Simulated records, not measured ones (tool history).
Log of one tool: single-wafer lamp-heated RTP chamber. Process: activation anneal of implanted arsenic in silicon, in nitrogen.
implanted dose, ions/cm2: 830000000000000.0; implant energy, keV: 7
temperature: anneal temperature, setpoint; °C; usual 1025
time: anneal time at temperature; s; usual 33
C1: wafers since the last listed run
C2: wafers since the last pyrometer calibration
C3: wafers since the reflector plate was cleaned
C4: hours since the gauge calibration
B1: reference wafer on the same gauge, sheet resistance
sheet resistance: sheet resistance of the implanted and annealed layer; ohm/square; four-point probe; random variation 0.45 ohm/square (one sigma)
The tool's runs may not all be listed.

{"run": 1, "hour": 0.0, "temperature": 1025, "time": 23, "C1": 0, "C2": 1796, "C3": 245, "C4": 347.8, "B1": 149.01, "sheet resistance": 160.56}
{"run": 2, "hour": 42.7, "temperature": 1025, "time": 33, "C1": 661, "C2": 2458, "C3": 906, "C4": 390.5, "B1": 149.07, "sheet resistance": 151.06}
{"run": 3, "hour": 71.2, "temperature": 1025, "time": 33, "C1": 441, "C2": 2899, "C3": 1347, "C4": 419, "B1": 149.02, "sheet resistance": 150.53}
{"run": 4, "hour": 124.9, "temperature": 1025, "time": 33, "C1": 831, "C2": 3731, "C3": 2179, "C4": 472.7, "B1": 148.93, "sheet resistance": 149.51}
{"run": 5, "hour": 160.8, "temperature": 1025, "time": 33, "C1": 555, "C2": 4287, "C3": 2735, "C4": 508.6, "B1": 148.94, "sheet resistance": 149}
{"run": 6, "hour": 248.0, "temperature": 1025, "time": 33, "C1": 1350, "C2": 5637, "C3": 4086, "C4": 595.8, "B1": 148.97, "sheet resistance": 147.39}
{"run": 7, "hour": 293.0, "temperature": 1025, "time": 33, "C1": 696, "C2": 6334, "C3": 4783, "C4": 640.8, "B1": 149.08, "sheet resistance": 147.67}
{"hour": 306.8, "done": "pyrometer window cleaned and pyrometer calibrated"}
{"run": 8, "hour": 346.2, "temperature": 1025, "time": 33, "C1": 700, "C2": 609, "C3": 5483, "C4": 694, "B1": 149.04, "sheet resistance": 149.9}
{"run": 9, "hour": 386.6, "temperature": 1025, "time": 33, "C1": 625, "C2": 1235, "C3": 6108, "C4": 734.4, "B1": 148.99, "sheet resistance": 149.91}
{"run": 10, "hour": 423.9, "temperature": 1025, "time": 33, "C1": 577, "C2": 1813, "C3": 6686, "C4": 771.7, "B1": 149, "sheet resistance": 150.2}
{"hour": 487.9, "done": "reflector plate cleaned"}
{"run": 11, "hour": 488.4, "temperature": 1025, "time": 33, "C1": 875, "C2": 2688, "C3": 7, "C4": 836.2, "B1": 148.95, "sheet resistance": 151.27}
{"run": 12, "hour": 551.7, "temperature": 1025, "time": 33, "C1": 980, "C2": 3668, "C3": 987, "C4": 899.5, "B1": 149.1, "sheet resistance": 149.88}
{"run": 13, "hour": 606.5, "temperature": 1025, "time": 20, "C1": 848, "C2": 4517, "C3": 1836, "C4": 954.3, "B1": 148.98, "sheet resistance": 159.5}
{"hour": 621.6, "done": "gauge calibrated"}
{"run": 14, "hour": 645.3, "temperature": 1025, "time": 45, "C1": 600, "C2": 5118, "C3": 2437, "C4": 23.7, "B1": 148.9, "sheet resistance": 142.41}
{"run": 15, "hour": 695.7, "temperature": 1025, "time": 45, "C1": 780, "C2": 5898, "C3": 3217, "C4": 74.1, "B1": 148.99, "sheet resistance": 142.4}
{"hour": 714.9, "done": "pyrometer window cleaned and pyrometer calibrated"}
{"run": 16, "hour": 739.6, "temperature": 1008, "time": 44, "C1": 555, "C2": 382, "C3": 3773, "C4": 118, "B1": 148.84, "sheet resistance": 152.77}
{"run": 17, "hour": 797.6, "temperature": 1025, "time": 28, "C1": 898, "C2": 1280, "C3": 4671, "C4": 176, "B1": 148.98, "sheet resistance": 153.69}
{"run": 18, "hour": 830.1, "temperature": 998, "time": 40, "C1": 503, "C2": 1783, "C3": 5175, "C4": 208.5, "B1": 148.9, "sheet resistance": 160.8}
{"run": 19, "hour": 856.8, "temperature": 1044, "time": 16, "C1": 413, "C2": 2197, "C3": 5588, "C4": 235.2, "B1": 148.97, "sheet resistance": 155.65}
{"hour": 925.4, "done": "reflector plate cleaned"}
{"run": 20, "hour": 925.9, "temperature": 1025, "time": 33, "C1": 946, "C2": 3143, "C3": 7, "C4": 304.3, "B1": 148.96, "sheet resistance": 150.86}
{"run": 21, "hour": 973.7, "temperature": 1044, "time": 43, "C1": 740, "C2": 3883, "C3": 747, "C4": 352.1, "B1": 148.95, "sheet resistance": 139.02}
{"run": 22, "hour": 1022.9, "temperature": 1025, "time": 38, "C1": 761, "C2": 4645, "C3": 1509, "C4": 401.3, "B1": 149.02, "sheet resistance": 146.76}
{"run": 23, "hour": 1051.5, "temperature": 1033, "time": 33, "C1": 442, "C2": 5088, "C3": 1952, "C4": 429.9, "B1": 149.03, "sheet resistance": 145.43}
{"run": 24, "hour": 1123.2, "temperature": 1025, "time": 19, "C1": 1110, "C2": 6199, "C3": 3062, "C4": 501.6, "B1": 149.03, "sheet resistance": 157.23}
{"hour": 1162.5, "done": "pyrometer window cleaned and pyrometer calibrated"}
{"run": 25, "hour": 1169.2, "temperature": 1007, "time": 33, "C1": 588, "C2": 104, "C3": 3651, "C4": 547.6, "B1": 148.93, "sheet resistance": 159.05}
{"run": 26, "hour": 1194.4, "temperature": 1010, "time": 13, "C1": 390, "C2": 494, "C3": 4041, "C4": 572.8, "B1": 148.93, "sheet resistance": 183.33}
{"run": 27, "hour": 1248.7, "temperature": 1025, "time": 49, "C1": 840, "C2": 1335, "C3": 4882, "C4": 627.1, "B1": 149.03, "sheet resistance": 143.51}
{"run": 28, "hour": 1394.5, "temperature": 1044, "time": 43, "C1": 2258, "C2": 3593, "C3": 7140, "C4": 772.9, "B1": 149.09, "sheet resistance": 137.91}
{"hour": 1416.0, "done": "gauge calibrated"}
{"run": 29, "hour": 1423.1, "temperature": 1040, "time": 20, "C1": 442, "C2": 4036, "C3": 7583, "C4": 7.1, "B1": 149.09, "sheet resistance": 151.34}
{"hour": 1435.9, "done": "reflector plate cleaned"}
{"run": 30, "hour": 1479.7, "temperature": 1025, "time": 33, "C1": 752, "C2": 4789, "C3": 677, "C4": 63.7, "B1": 148.98, "sheet resistance": 149.01}

Forecast each of these 4 alternatives for the next run:
{"run": "A", "hour": 1480.1, "temperature": 1025, "time": 33, "C1": 6, "C2": 4795, "C3": 683, "C4": 64.1, "B1": "?", "sheet resistance": "?"}
{"run": "B", "hour": 1480.1, "temperature": 1051, "time": 33, "C1": 6, "C2": 4795, "C3": 683, "C4": 64.1, "B1": "?", "sheet resistance": "?"}
{"run": "C", "hour": 1480.1, "temperature": 1051, "time": 20, "C1": 6, "C2": 4795, "C3": 683, "C4": 64.1, "B1": "?", "sheet resistance": "?"}
{"run": "D", "hour": 1480.1, "temperature": 1047, "time": 16, "C1": 6, "C2": 4795, "C3": 683, "C4": 64.1, "B1": "?", "sheet resistance": "?"}

run=A B1=149.03 sheet_resistance=149.43
run=B B1=149.03 sheet_resistance=140.59
run=C B1=149.03 sheet_resistance=147.95
run=D B1=149.03 sheet_resistance=153.46
Without the tool's hidden state the same runs would have given:
run=A sheet_resistance=153.34
run=B sheet_resistance=143.32
run=C sheet_resistance=151.43
run=D sheet_resistance=157.66
